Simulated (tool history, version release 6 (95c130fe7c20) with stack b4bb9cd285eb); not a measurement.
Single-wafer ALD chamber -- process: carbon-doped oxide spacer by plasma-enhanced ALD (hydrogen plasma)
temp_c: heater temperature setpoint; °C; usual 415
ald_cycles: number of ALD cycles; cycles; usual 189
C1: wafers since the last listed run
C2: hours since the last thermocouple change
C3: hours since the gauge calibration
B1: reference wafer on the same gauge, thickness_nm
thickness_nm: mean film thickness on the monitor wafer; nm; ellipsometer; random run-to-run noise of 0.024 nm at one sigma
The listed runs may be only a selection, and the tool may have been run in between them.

run 1 hour=0.0 | temp_c=415 ald_cycles=189 | C1=0 C2=18.8 C3=6.0 | B1=10.682 | thickness_nm=9.407
run 2 hour=26.9 | temp_c=415 ald_cycles=189 | C1=64 C2=45.7 C3=32.9 | B1=10.678 | thickness_nm=9.407
run 3 hour=60.8 | temp_c=415 ald_cycles=189 | C1=81 C2=79.6 C3=66.8 | B1=10.683 | thickness_nm=9.446
run 4 hour=90.0 | temp_c=415 ald_cycles=189 | C1=70 C2=108.8 C3=96.0 | B1=10.682 | thickness_nm=9.499
run 5 hour=109.1 | temp_c=415 ald_cycles=189 | C1=46 C2=127.9 C3=115.1 | B1=10.683 | thickness_nm=9.458
run 6 hour=131.7 | temp_c=415 ald_cycles=189 | C1=54 C2=150.5 C3=137.7 | B1=10.682 | thickness_nm=9.459
run 7 hour=150.9 | temp_c=415 ald_cycles=189 | C1=46 C2=169.7 C3=156.9 | B1=10.680 | thickness_nm=9.493
run 8 hour=163.3 | temp_c=415 ald_cycles=189 | C1=29 C2=182.1 C3=169.3 | B1=10.682 | thickness_nm=9.479
run 9 hour=195.8 | temp_c=415 ald_cycles=189 | C1=78 C2=214.6 C3=201.8 | B1=10.677 | thickness_nm=9.466
run 10 hour=224.8 | temp_c=415 ald_cycles=189 | C1=70 C2=243.6 C3=230.8 | B1=10.680 | thickness_nm=9.532
run 11 hour=257.0 | temp_c=415 ald_cycles=164 | C1=77 C2=275.8 C3=263.0 | B1=10.678 | thickness_nm=8.226
run 12 hour=289.6 | temp_c=415 ald_cycles=164 | C1=78 C2=308.4 C3=295.6 | B1=10.685 | thickness_nm=8.278
run 13 hour=368.6 | temp_c=426 ald_cycles=189 | C1=190 C2=387.4 C3=374.6 | B1=10.681 | thickness_nm=9.231
run 14 hour=400.1 | temp_c=426 ald_cycles=189 | C1=76 C2=418.9 C3=406.1 | B1=10.680 | thickness_nm=9.242
run 15 hour=427.0 | temp_c=415 ald_cycles=208 | C1=64 C2=445.8 C3=433.0 | B1=10.679 | thickness_nm=10.472
run 16 hour=453.6 | temp_c=415 ald_cycles=208 | C1=64 C2=472.4 C3=459.6 | B1=10.676 | thickness_nm=10.469
run 17 hour=480.7 | temp_c=415 ald_cycles=160 | C1=65 C2=499.5 C3=486.7 | B1=10.678 | thickness_nm=8.096
run 18 hour=506.7 | temp_c=415 ald_cycles=160 | C1=62 C2=525.5 C3=512.7 | B1=10.686 | thickness_nm=8.080
run 19 hour=538.1 | temp_c=415 ald_cycles=189 | C1=75 C2=556.9 C3=544.1 | B1=10.679 | thickness_nm=9.539
run 20 hour=557.9 | temp_c=415 ald_cycles=200 | C1=47 C2=576.7 C3=563.9 | B1=10.677 | thickness_nm=10.091
run 21 hour=583.0 | temp_c=415 ald_cycles=200 | C1=60 C2=601.8 C3=589.0 | B1=10.684 | thickness_nm=10.042
run 22 hour=656.2 | temp_c=404 ald_cycles=189 | C1=176 C2=675.0 C3=662.2 | B1=10.675 | thickness_nm=9.817
run 23 hour=669.1 | temp_c=401 ald_cycles=189 | C1=31 C2=687.9 C3=675.1 | B1=10.676 | thickness_nm=9.820
run 24 hour=694.1 | temp_c=404 ald_cycles=226 | C1=60 C2=712.9 C3=700.1 | B1=10.680 | thickness_nm=11.825
run 25 hour=746.1 | temp_c=407 ald_cycles=159 | C1=125 C2=764.9 C3=752.1 | B1=10.681 | thickness_nm=8.198
run 26 hour=758.9 | temp_c=415 ald_cycles=189 | C1=30 C2=777.7 C3=764.9 | B1=10.679 | thickness_nm=9.534
run 27 hour=855.6 | temp_c=415 ald_cycles=189 | C1=233 C2=874.4 C3=861.6 | B1=10.676 | thickness_nm=9.585
run 28 hour=875.9 | temp_c=415 ald_cycles=189 | C1=49 C2=894.7 C3=881.9 | B1=10.680 | thickness_nm=9.541
run 29 hour=899.6 | temp_c=415 ald_cycles=189 | C1=57 C2=918.4 C3=905.6 | B1=10.682 | thickness_nm=9.594
-- hour=911.6 thermocouple changed; heater temperature recalibrated
-- hour=919.1 gauge calibrated
run 30 hour=931.8 | temp_c=415 ald_cycles=174 | C1=58 C2=20.2 C3=12.7 | B1=10.680 | thickness_nm=8.691
run 31 hour=945.3 | temp_c=415 ald_cycles=189 | C1=32 C2=33.7 C3=26.2 | B1=10.676 | thickness_nm=9.466
run 32 hour=964.0 | temp_c=415 ald_cycles=189 | C1=45 C2=52.4 C3=44.9 | B1=10.673 | thickness_nm=9.464
run 33 hour=986.2 | temp_c=415 ald_cycles=189 | C1=53 C2=74.6 C3=67.1 | B1=10.678 | thickness_nm=9.468
run 34 hour=1012.6 | temp_c=424 ald_cycles=179 | C1=63 C2=101.0 C3=93.5 | B1=10.679 | thickness_nm=8.773
run 35 hour=1025.6 | temp_c=415 ald_cycles=165 | C1=31 C2=114.0 C3=106.5 | B1=10.679 | thickness_nm=8.268
run 36 hour=1044.3 | temp_c=420 ald_cycles=159 | C1=45 C2=132.7 C3=125.2 | B1=10.684 | thickness_nm=7.919
run 37 hour=1061.4 | temp_c=415 ald_cycles=162 | C1=41 C2=149.8 C3=142.3 | B1=10.683 | thickness_nm=8.136
run 38 hour=1091.0 | temp_c=415 ald_cycles=159 | C1=71 C2=179.4 C3=171.9 | B1=10.676 | thickness_nm=8.039
run 39 hour=1116.5 | temp_c=405 ald_cycles=153 | C1=61 C2=204.9 C3=197.4 | B1=10.678 | thickness_nm=7.932
run 40 hour=1142.1 | temp_c=425 ald_cycles=189 | C1=61 C2=230.5 C3=223.0 | B1=10.682 | thickness_nm=9.256
run 41 hour=1157.9 | temp_c=401 ald_cycles=216 | C1=38 C2=246.3 C3=238.8 | B1=10.676 | thickness_nm=11.203
run 42 hour=1193.0 | temp_c=415 ald_cycles=189 | C1=84 C2=281.4 C3=273.9 | B1=10.675 | thickness_nm=9.573
run 43 hour=1218.7 | temp_c=415 ald_cycles=200 | C1=62 C2=307.1 C3=299.6 | B1=10.678 | thickness_nm=10.108
run 44 hour=1244.9 | temp_c=425 ald_cycles=203 | C1=63 C2=333.3 C3=325.8 | B1=10.674 | thickness_nm=9.960

Exercise: give the hidden state of the tool at every run:
gauge reads high (%): 0, the same for each run
H1: wafer temperature above the value expected at the setpoint (K)
run=1 H1=-0.0885
run=2 H1=-0.587
run=3 H1=-1.16
run=4 H1=-1.6
run=5 H1=-1.87
run=6 H1=-2.16
run=7 H1=-2.4
run=8 H1=-2.54
run=9 H1=-2.89
run=10 H1=-3.17
run=11 H1=-3.46
run=12 H1=-3.72
run=13 H1=-4.24
run=14 H1=-4.42
run=15 H1=-4.55
run=16 H1=-4.67
run=17 H1=-4.79
run=18 H1=-4.89
run=19 H1=-5
run=20 H1=-5.06
run=21 H1=-5.14
run=22 H1=-5.33
run=23 H1=-5.36
run=24 H1=-5.41
run=25 H1=-5.51
run=26 H1=-5.53
run=27 H1=-5.66
run=28 H1=-5.69
run=29 H1=-5.71
run=30 H1=-1.04
run=31 H1=-1.3
run=32 H1=-1.63
run=33 H1=-2
run=34 H1=-2.41
run=35 H1=-2.6
run=36 H1=-2.86
run=37 H1=-3.08
run=38 H1=-3.44
run=39 H1=-3.72
run=40 H1=-3.98
run=41 H1=-4.13
run=42 H1=-4.43
run=43 H1=-4.63
run=44 H1=-4.82
